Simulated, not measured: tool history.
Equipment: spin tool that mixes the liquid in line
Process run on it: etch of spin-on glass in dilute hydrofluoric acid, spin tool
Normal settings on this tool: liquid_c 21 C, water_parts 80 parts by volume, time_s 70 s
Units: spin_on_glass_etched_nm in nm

run   hour  liquid_c  water_parts  time_s  wafers since the last listed run  hours since the thermometer was replaced  hours since the hydrofluoric acid flow meter was replaced  hours since the gauge calibration  read-back film thickness of the spin-on glass reference wafer, read on the same gauge (nm)  spin_on_glass_etched_nm
  1      0        21           80      70                                 0                                    2027.9                                                     2112.7                              360.6                                                                                      109.99                    52.78
  2   14.2      22.5           80      70                               144                                    2042.1                                                     2126.9                              374.8                                                                                         110                    55.44
  3   27.5        21           80      70                               135                                    2055.4                                                     2140.2                              388.1                                                                                         110                    52.41
  4   37.1        21           80      70                                97                                      2065                                                     2149.8                              397.7                                                                                         110                    52.32
  5   52.4        21           80      70                               155                                    2080.3                                                     2165.1                                413                                                                                      109.99                    52.78
  6   69.6      18.5           80      70                               174                                    2097.5                                                     2182.3                              430.2                                                                                      110.01                    47.16
  7     82        22           80      60                               125                                    2109.9                                                     2194.7                              442.6                                                                                         110                    46.69
  8   96.5        22           80      60                               147                                    2124.4                                                     2209.2                              457.1                                                                                         110                    46.53
  9    109        22           80      60                               126                                    2136.9                                                     2221.7                              469.6                                                                                         110                    46.59
 10  126.1        21           80      70                               173                                      2154                                                     2238.8                              486.7                                                                                      109.99                    51.86
     134.2  -- thermometer replaced
     140.4  -- gauge calibrated
 11  147.5        21           80      70                               207                                      13.3                                                     2260.2                                7.1                                                                                         110                    49.51
 12  155.2        21           80      70                                78                                        21                                                     2267.9                               14.8                                                                                         110                    49.23
 13  167.3        24           80      45                               122                                      33.1                                                       2280                               26.9                                                                                      109.98                    35.59
 14  174.1        24           80      45                                69                                      39.9                                                     2286.8                               33.7                                                                                         110                    35.72
 15  183.7        21           80      70                                97                                      49.5                                                     2296.4                               43.3                                                                                         110                     49.4
 16  190.5        21           80      70                                69                                      56.3                                                     2303.2                               50.1                                                                                      110.02                    49.13
 17  205.5        21           80      95                               152                                      71.3                                                     2318.2                               65.1                                                                                      110.02                    65.96
     207.5  -- hydrofluoric acid flow meter replaced
 18  216.1        21           40      70                                97                                      81.9                                                        8.6                               75.7                                                                                         110                   103.08
     225.4  -- thermometer replaced, repeated, since the last time left the tool worse
 19  229.8      19.5           60      50                               128                                       4.4                                                       22.3                               89.4                                                                                      109.99                    51.46
 20  238.2        21           80      70                                85                                      12.8                                                       30.7                               97.8                                                                                      109.99                    56.17
 21  247.9        21           80      35                                98                                      22.5                                                       40.4                              107.5                                                                                         110                    27.97
 22  263.6        21           80      70                               159                                      38.2                                                       56.1                              123.2                                                                                         110                    55.97
 23  278.7        21          115      50                               153                                      53.3                                                       71.2                              138.3                                                                                      110.02                     26.7
 24  295.3      24.5           95     105                               168                                      69.9                                                       87.8                              154.9                                                                                      109.99                    80.49
 25  312.9        21          110      70                               178                                      87.5                                                      105.4                              172.5                                                                                      110.02                    39.44
 26  320.8        21           80      70                                80                                      95.4                                                      113.3                              180.4                                                                                      110.03                    55.97
 27  337.6      25.5          115     100                               170                                     112.2                                                      130.1                              197.2                                                                                      110.01                    63.54
 28  348.4        21          115      55                               109                                       123                                                      140.9                                208                                                                                         110                    29.44
 29  360.1        21           45      70                               118                                     134.7                                                      152.6                              219.7                                                                                      110.01                   104.02
 30  370.8        21           80      70                               108                                     145.4                                                      163.3                              230.4                                                                                      110.01                    55.95
 31  386.8        17           80     105                               162                                     161.4                                                      179.3                              246.4                                                                                      109.99                    70.56
 32  399.9      19.5          120     105                               132                                     174.5                                                      192.4                              259.5                                                                                      109.99                    50.52
 33  411.9        23           80      70                               121                                     186.5                                                      204.4                              271.5                                                                                      109.99                    60.72

Describe how what the log doesn't record of the tool's condition differs between the last listed run preceding each entry between runs and the first listed run following it.
After run 10, before run 11: thermometer replaced (hour 134.2); gauge calibrated (hour 140.4)
  liquid colder than its thermometer reads (K): 1.77 -> 3.19
  what was measured, less what the result would be without the hidden state, spin_on_glass_etched_nm: -3.96 -> -7.07 nm
After run 17, before run 18: hydrofluoric acid flow meter replaced (hour 207.5)
  nothing in the hidden state changes from one run to the other
  what was measured, less what the result would be without the hidden state, spin_on_glass_etched_nm: -9.57 -> -15.4 nm
After run 18, before run 19: thermometer replaced, repeated, since the last time left the tool worse (hour 225.4)
  liquid colder than its thermometer reads (K): 3.24 -> 0.00673
  what was measured, less what the result would be without the hidden state, spin_on_glass_etched_nm: -15.4 -> -0.03 nm

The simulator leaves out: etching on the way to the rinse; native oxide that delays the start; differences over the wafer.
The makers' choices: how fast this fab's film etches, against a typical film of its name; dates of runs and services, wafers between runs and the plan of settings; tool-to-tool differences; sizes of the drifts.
